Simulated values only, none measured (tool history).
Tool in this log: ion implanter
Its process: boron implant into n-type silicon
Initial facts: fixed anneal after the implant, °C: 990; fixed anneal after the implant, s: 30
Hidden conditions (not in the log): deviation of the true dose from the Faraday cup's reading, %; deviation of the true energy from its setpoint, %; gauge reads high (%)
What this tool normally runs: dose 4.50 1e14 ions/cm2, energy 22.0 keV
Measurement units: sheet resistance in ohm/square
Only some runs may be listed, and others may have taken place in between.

run    hour  dose  energy  wafers since the last listed run  hours since the last dose calibration  hours since the extraction supply was calibrated  hours since the gauge calibration  read-back reference wafer on the same gauge, sheet resistance  sheet resistance
  1     0.0  4.12    22.0                                 0                                  699.0                                            5668.6                              434.3                                                         190.96            247.03
  2   154.1  4.50    22.0                              1909                                  853.1                                            5822.7                              588.4                                                         191.06            231.09
  3   218.3  4.50    22.0                               795                                  917.3                                            5886.9                              652.6                                                         190.83            233.20
  4   286.2  4.50    22.0                               841                                  985.2                                            5954.8                              720.5                                                         191.00            232.88
  5   323.6  3.95    22.0                               463                                 1022.6                                            5992.2                              757.9                                                         190.96            257.87
  6   352.3  3.95    22.0                               355                                 1051.3                                            6020.9                              786.6                                                         190.99            260.70
      370.1  -- extraction supply calibrated
  7   388.5  3.95    22.0                               349                                 1087.5                                              18.4                              822.8                                                         191.02            257.83
  8   422.3  4.50    27.0                               418                                 1121.3                                              52.2                              856.6                                                         190.91            229.28
  9   463.9  4.50    22.0                               515                                 1162.9                                              93.8                              898.2                                                         191.07            234.63
 10   523.9  4.50    22.0                               743                                 1222.9                                             153.8                              958.2                                                         190.92            234.45
      564.8  -- Faraday cup replaced and dose calibrated
 11   565.3  4.50    22.0                               413                                    0.5                                             195.2                              999.6                                                         190.93            217.51
 12   589.4  5.34    16.0                               298                                   24.6                                             219.3                             1023.7                                                         190.93            193.38
 13   627.5  4.50    25.5                               471                                   62.7                                             257.4                             1061.8                                                         191.13            216.92
 14   686.7  4.50    22.0                               733                                  121.9                                             316.6                             1121.0                                                         190.76            218.61
 15   747.0  4.50    22.0                               747                                  182.2                                             376.9                             1181.3                                                         191.16            218.36
      772.9  -- Faraday cup replaced and dose calibrated, repeated, since the last time left the tool worse
 16   802.9  3.28    17.0                               593                                   30.0                                             432.8                             1237.2                                                         190.99            301.03
      806.0  -- gauge calibrated
 17   836.1  5.44    29.0                               411                                   63.2                                             466.0                               30.1                                                         190.95            191.49
 18   887.0  4.50    26.5                               630                                  114.1                                             516.9                               81.0                                                         190.87            225.59
 19   936.6  3.77    25.5                               614                                  163.7                                             566.5                              130.6                                                         191.15            260.69
 20   961.7  5.78    26.5                               310                                  188.8                                             591.6                              155.7                                                         191.07            184.04
 21  1018.6  4.50    29.0                               704                                  245.7                                             648.5                              212.6                                                         190.99            224.09
 22  1050.9  4.50    29.0                               400                                  278.0                                             680.8                              244.9                                                         190.89            226.85

The logged runs with the hidden state left out (each run's random variation unchanged):
run  sheet resistance
  1            243.62
  2            227.02
  3            228.72
  4            228.03
  5            252.32
  6            254.91
  7            251.87
  8            223.75
  9            228.72
 10            228.21
 11            228.43
 12            203.21
 13            227.47
 14            228.95
 15            228.37
 16            300.28
 17            190.84
 18            224.57
 19            259.21
 20            182.84
 21            222.36
 22            224.92

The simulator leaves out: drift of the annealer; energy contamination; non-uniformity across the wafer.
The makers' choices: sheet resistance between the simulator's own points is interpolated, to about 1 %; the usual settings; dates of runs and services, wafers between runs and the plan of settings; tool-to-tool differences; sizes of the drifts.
